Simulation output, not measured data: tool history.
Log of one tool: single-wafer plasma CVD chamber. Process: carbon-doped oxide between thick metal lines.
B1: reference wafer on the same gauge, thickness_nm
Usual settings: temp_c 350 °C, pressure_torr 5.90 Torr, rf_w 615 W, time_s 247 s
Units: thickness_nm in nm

{"run": 1, "hour": 0.0, "temp_c": 350, "pressure_torr": 5.9, "rf_w": 615, "time_s": 247, "B1": 1650.892, "thickness_nm": 1500.667}
{"run": 2, "hour": 15.4, "temp_c": 350, "pressure_torr": 5.9, "rf_w": 615, "time_s": 247, "B1": 1649.397, "thickness_nm": 1499.053}
{"run": 3, "hour": 27.4, "temp_c": 350, "pressure_torr": 5.9, "rf_w": 615, "time_s": 247, "B1": 1649.313, "thickness_nm": 1495.725}
{"run": 4, "hour": 41.1, "temp_c": 357, "pressure_torr": 6.27, "rf_w": 615, "time_s": 247, "B1": 1650.346, "thickness_nm": 1475.016}
{"hour": 50.9, "done": "showerhead replaced"}
{"hour": 51.4, "done": "gauge calibrated"}
{"run": 5, "hour": 52.2, "temp_c": 350, "pressure_torr": 5.9, "rf_w": 615, "time_s": 247, "B1": 1650.289, "thickness_nm": 1497.948}
{"hour": 68.5, "done": "thermocouple changed; heater temperature recalibrated"}
{"run": 6, "hour": 69.0, "temp_c": 363, "pressure_torr": 6.79, "rf_w": 555, "time_s": 293, "B1": 1652.286, "thickness_nm": 1619.348}
{"run": 7, "hour": 80.7, "temp_c": 350, "pressure_torr": 5.9, "rf_w": 695, "time_s": 213, "B1": 1650.77, "thickness_nm": 1404.397}
{"run": 8, "hour": 92.6, "temp_c": 361, "pressure_torr": 6.99, "rf_w": 585, "time_s": 226, "B1": 1650.431, "thickness_nm": 1298.049}
{"run": 9, "hour": 100.1, "temp_c": 350, "pressure_torr": 5.9, "rf_w": 615, "time_s": 247, "B1": 1648.069, "thickness_nm": 1493.04}
{"run": 10, "hour": 109.7, "temp_c": 362, "pressure_torr": 4.63, "rf_w": 615, "time_s": 247, "B1": 1647.739, "thickness_nm": 1407.261}
{"run": 11, "hour": 127.6, "temp_c": 355, "pressure_torr": 6.36, "rf_w": 505, "time_s": 247, "B1": 1649.382, "thickness_nm": 1276.25}
{"hour": 144.7, "done": "RF generator calibrated"}
{"run": 12, "hour": 156.8, "temp_c": 350, "pressure_torr": 5.9, "rf_w": 615, "time_s": 247, "B1": 1647.443, "thickness_nm": 1450.655}
{"run": 13, "hour": 210.4, "temp_c": 350, "pressure_torr": 4.89, "rf_w": 615, "time_s": 211, "B1": 1651.752, "thickness_nm": 1222.506}
{"hour": 221.0, "done": "RF generator calibrated, repeated, since the last time left the tool worse"}
{"run": 14, "hour": 226.3, "temp_c": 350, "pressure_torr": 5.9, "rf_w": 615, "time_s": 247, "B1": 1651.397, "thickness_nm": 1582.724}
{"run": 15, "hour": 238.4, "temp_c": 350, "pressure_torr": 5.9, "rf_w": 520, "time_s": 209, "B1": 1652.587, "thickness_nm": 1179.442}
{"run": 16, "hour": 250.8, "temp_c": 350, "pressure_torr": 5.1, "rf_w": 615, "time_s": 247, "B1": 1650.319, "thickness_nm": 1552.106}
{"run": 17, "hour": 267.3, "temp_c": 350, "pressure_torr": 5.9, "rf_w": 615, "time_s": 273, "B1": 1650.287, "thickness_nm": 1740.785}
{"run": 18, "hour": 280.2, "temp_c": 358, "pressure_torr": 5.9, "rf_w": 615, "time_s": 198, "B1": 1652.109, "thickness_nm": 1225.159}
{"run": 19, "hour": 286.9, "temp_c": 354, "pressure_torr": 5.9, "rf_w": 655, "time_s": 247, "B1": 1648.291, "thickness_nm": 1614.86}
{"run": 20, "hour": 298.7, "temp_c": 362, "pressure_torr": 5.9, "rf_w": 615, "time_s": 247, "B1": 1651.431, "thickness_nm": 1520.112}
{"run": 21, "hour": 308.7, "temp_c": 350, "pressure_torr": 5.01, "rf_w": 615, "time_s": 292, "B1": 1652.351, "thickness_nm": 1822.923}
{"run": 22, "hour": 315.1, "temp_c": 350, "pressure_torr": 4.43, "rf_w": 615, "time_s": 210, "B1": 1648.709, "thickness_nm": 1286.489}
{"run": 23, "hour": 324.9, "temp_c": 358, "pressure_torr": 4.78, "rf_w": 570, "time_s": 222, "B1": 1648.252, "thickness_nm": 1279.946}
{"run": 24, "hour": 332.6, "temp_c": 360, "pressure_torr": 4.96, "rf_w": 615, "time_s": 216, "B1": 1648.343, "thickness_nm": 1310.478}
{"run": 25, "hour": 349.8, "temp_c": 341, "pressure_torr": 7.26, "rf_w": 615, "time_s": 247, "B1": 1649.182, "thickness_nm": 1632.833}
{"run": 26, "hour": 360.0, "temp_c": 350, "pressure_torr": 5.39, "rf_w": 615, "time_s": 247, "B1": 1649.705, "thickness_nm": 1548.072}
{"run": 27, "hour": 376.3, "temp_c": 350, "pressure_torr": 5.9, "rf_w": 615, "time_s": 247, "B1": 1651.814, "thickness_nm": 1565.27}

Forecast each of these 5 alternatives for the next run:
{"run": "A", "hour": 376.8, "temp_c": 350, "pressure_torr": 5.9, "rf_w": 705, "time_s": 247, "B1": "?", "thickness_nm": "?"}
{"run": "B", "hour": 376.8, "temp_c": 345, "pressure_torr": 5.9, "rf_w": 615, "time_s": 247, "B1": "?", "thickness_nm": "?"}
{"run": "C", "hour": 376.8, "temp_c": 362, "pressure_torr": 5.9, "rf_w": 615, "time_s": 217, "B1": "?", "thickness_nm": "?"}
{"run": "D", "hour": 376.8, "temp_c": 337, "pressure_torr": 5.9, "rf_w": 690, "time_s": 247, "B1": "?", "thickness_nm": "?"}
{"run": "E", "hour": 376.8, "temp_c": 350, "pressure_torr": 7.13, "rf_w": 615, "time_s": 247, "B1": "?", "thickness_nm": "?"}

run=A B1=1650.054 thickness_nm=1721.966
run=B B1=1650.054 thickness_nm=1593.217
run=C B1=1650.054 thickness_nm=1334.800
run=D B1=1650.054 thickness_nm=1768.951
run=E B1=1650.054 thickness_nm=1594.576
Without the tool's hidden state the same runs would have given:
run=A thickness_nm=1723.950
run=B thickness_nm=1595.106
run=C thickness_nm=1336.382
run=D thickness_nm=1770.989
run=E thickness_nm=1596.467
